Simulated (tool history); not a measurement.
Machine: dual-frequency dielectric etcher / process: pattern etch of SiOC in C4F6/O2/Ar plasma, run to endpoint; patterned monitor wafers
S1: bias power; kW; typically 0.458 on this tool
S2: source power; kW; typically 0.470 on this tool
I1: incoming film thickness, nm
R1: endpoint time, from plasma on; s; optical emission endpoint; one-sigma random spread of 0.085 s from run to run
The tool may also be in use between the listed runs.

run	hour	S1	S2	I1	R1
1	0.0	0.458	0.470	35.00	12.1
2	8.3	0.458	0.470	34.72	11.9
3	18.2	0.458	0.470	35.11	12.3
4	29.7	0.458	0.470	35.21	12.2
5	47.3	0.458	0.470	35.21	12.4
6	54.4	0.458	0.530	35.03	11.8
7	65.3	0.486	0.470	34.65	11.8
8	82.1	0.458	0.520	35.06	11.9
9	88.1	0.458	0.520	35.34	12.1
10	100.3	0.458	0.520	34.84	11.9
11	112.1	0.458	0.570	34.80	11.6
# hour 118.3: source power generator calibrated
12	128.3	0.458	0.470	34.84	12.4
13	137.7	0.569	0.470	35.06	11.5
14	149.0	0.458	0.470	34.76	12.1
15	159.1	0.458	0.390	35.04	12.8
# hour 180.3: bias power generator calibrated
# hour 187.1: upper electrode replaced
# hour 196.1: wet clean of the chamber
16	196.6	0.458	0.470	34.68	11.7
17	196.9	0.513	0.410	35.17	11.8
18	197.3	0.409	0.500	34.86	12.0
19	197.6	0.505	0.470	34.92	11.4
20	214.5	0.345	0.360	35.05	13.3
21	227.4	0.458	0.470	34.87	11.8
22	239.5	0.458	0.470	34.98	11.9
23	247.2	0.385	0.570	34.66	11.6

Consider 3 possible next runs. They are alternatives, not a sequence: every one starts from the tool as it was left by run 23. What does each give?
A	247.6	0.458	0.550	35.26	?
B	247.6	0.383	0.580	35.26	?
C	247.6	0.549	0.470	35.26	?

run	R1
A	11.4
B	11.8
C	11.3
Without the tool's unlogged condition, the same runs would have read:
run	R1
A	11.4
B	11.8
C	11.3
